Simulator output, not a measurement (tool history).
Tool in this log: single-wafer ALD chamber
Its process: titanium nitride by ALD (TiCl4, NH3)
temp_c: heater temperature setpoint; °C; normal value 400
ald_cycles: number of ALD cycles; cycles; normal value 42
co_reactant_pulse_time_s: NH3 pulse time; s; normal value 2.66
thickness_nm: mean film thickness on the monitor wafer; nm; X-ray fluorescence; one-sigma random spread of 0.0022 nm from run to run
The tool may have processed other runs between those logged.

run,hour,temp_c,ald_cycles,co_reactant_pulse_time_s,wafers since the last listed run,hours since the last thermocouple change,hours since the showerhead was replaced,hours since the gauge calibration,"read-back reference wafer on the same gauge, thickness_nm",thickness_nm
1,0.0,400,42,2.66,0,780.5,3955.3,1203.2,0.953,0.871
# hour 68.9: gauge calibrated
2,78.0,400,42,2.66,462,858.5,4033.3,9.1,0.954,0.873
3,133.3,400,42,2.66,327,913.8,4088.6,64.4,0.953,0.868
4,177.7,400,42,2.66,262,958.2,4133.0,108.8,0.953,0.869
5,466.9,400,42,2.66,1713,1247.4,4422.2,398.0,0.953,0.871
6,566.5,400,42,2.66,589,1347.0,4521.8,497.6,0.954,0.868
7,632.8,400,42,2.66,392,1413.3,4588.1,563.9,0.953,0.869
8,700.0,400,42,2.66,398,1480.5,4655.3,631.1,0.952,0.871
9,799.5,400,42,2.66,589,1580.0,4754.8,730.6,0.953,0.868
# hour 875.4: showerhead replaced
10,883.7,400,42,2.33,451,1664.2,8.3,814.8,0.952,0.864
11,955.8,400,42,2.33,427,1736.3,80.4,886.9,0.953,0.862
# hour 1055.2: thermocouple changed; heater temperature recalibrated
12,1216.0,395,38,2.66,1493,160.8,340.6,1147.1,0.953,0.787
# hour 1296.8: gauge calibrated
13,1416.9,400,42,2.33,1189,361.7,541.5,120.1,0.953,0.866
14,1489.7,386,37,3.69,431,434.5,614.3,192.9,0.953,0.771
15,1556.1,396,44,2.66,393,500.9,680.7,259.3,0.953,0.908
16,1632.5,406,37,1.86,452,577.3,757.1,335.7,0.952,0.758
17,1731.2,385,42,2.02,584,676.0,855.8,434.4,0.952,0.851
18,1792.0,400,50,2.66,360,736.8,916.6,495.2,0.953,1.036
19,1882.4,400,42,2.66,535,827.2,1007.0,585.6,0.953,0.871
20,1949.4,400,34,2.23,396,894.2,1074.0,652.6,0.953,0.699
21,2035.0,400,42,2.66,507,979.8,1159.6,738.2,0.953,0.871
22,2121.8,390,35,3.41,514,1066.6,1246.4,825.0,0.953,0.727
23,2194.1,386,50,3.48,428,1138.9,1318.7,897.3,0.953,1.033

Below are 4 alternative next runs, each starting from the tool's condition after run 23. Predict each:
A,2194.6,395,42,2.66,2,1139.4,1319.2,897.8,?,?
B,2194.6,410,42,2.66,2,1139.4,1319.2,897.8,?,?
C,2194.6,400,38,3.18,2,1139.4,1319.2,897.8,?,?
D,2194.6,413,44,1.90,2,1139.4,1319.2,897.8,?,?

run,"read-back reference wafer on the same gauge, thickness_nm",thickness_nm
A,0.953,0.864
B,0.953,0.868
C,0.953,0.789
D,0.953,0.901
Stripped of hidden state, with their random variation kept, the same runs would have yielded:
run,thickness_nm
A,0.864
B,0.868
C,0.789
D,0.901
